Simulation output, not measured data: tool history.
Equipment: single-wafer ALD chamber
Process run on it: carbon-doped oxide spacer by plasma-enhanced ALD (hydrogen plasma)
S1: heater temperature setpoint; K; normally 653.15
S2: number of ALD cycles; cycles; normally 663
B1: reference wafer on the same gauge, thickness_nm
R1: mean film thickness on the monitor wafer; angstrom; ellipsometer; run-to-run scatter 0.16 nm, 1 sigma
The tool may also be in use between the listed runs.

run     day      S1   S2      B1      R1
  1   0.000  653.15  663  33.880  325.85
  2   0.517  653.15  663  33.885  325.29
  3   0.862  653.15  663  33.968  329.11
  4   1.383  646.15  663  33.946  329.09
  5   2.112  653.15  663  33.911  327.29
  6   2.704  653.15  663  33.884  324.64
  7   3.046  653.15  663  33.931  323.89
  8   3.767  653.15  663  33.945  323.85
  9   4.233  653.15  663  33.847  325.95
 10   4.567  644.15  663  33.910  326.98
 11   4.896  665.15  663  33.858  328.35
 12   5.250  665.15  663  33.966  326.41
 13   5.721  653.15  663  33.939  326.24
 14   6.112  653.15  663  33.920  328.73
 15   6.392  653.15  663  33.928  327.21
 16   7.050  659.15  564  33.802  278.08
 17   7.692  653.15  663  33.892  327.41
 18   8.000  653.15  663  33.874  327.45
      8.254  -- gauge calibrated
 19   8.488  653.15  663  33.925  327.44
 20   9.138  653.15  663  33.877  325.76
 21   9.721  653.15  663  33.825  328.54
 22  10.425  649.15  756  33.937  373.44
 23  10.938  645.15  544  33.877  266.95
 24  11.671  653.15  553  33.897  269.55
 25  12.104  661.15  723  33.939  357.08
 26  12.425  667.15  630  33.907  312.67
 27  13.067  653.15  663  33.861  325.36
 28  13.362  663.15  663  33.981  325.41
     14.079  -- thermocouple changed; heater temperature recalibrated
 29  14.100  648.15  782  33.889  386.44
 30  14.250  645.15  753  33.877  371.11
 31  14.900  653.15  557  33.831  274.18
 32  15.479  642.15  616  33.950  304.75
 33  17.008  653.15  663  33.847  329.55
 34  17.708  644.15  702  33.918  346.26
 35  18.200  653.15  663  33.889  324.59
 36  18.717  658.15  548  33.835  269.80
 37  19.421  653.15  663  33.873  328.97
 38  19.867  653.15  663  33.910  325.23
 39  20.375  653.15  663  33.897  325.64
 40  22.367  653.15  573  33.966  280.98
 41  22.658  661.15  663  33.910  328.45
 42  23.196  653.15  663  33.876  324.35

List, for all runs, the conditions of the tool that the log does not record:
wafer temperature above the value expected at the setpoint (K): 0 at every run
gauge reads high (%): 0 at every run
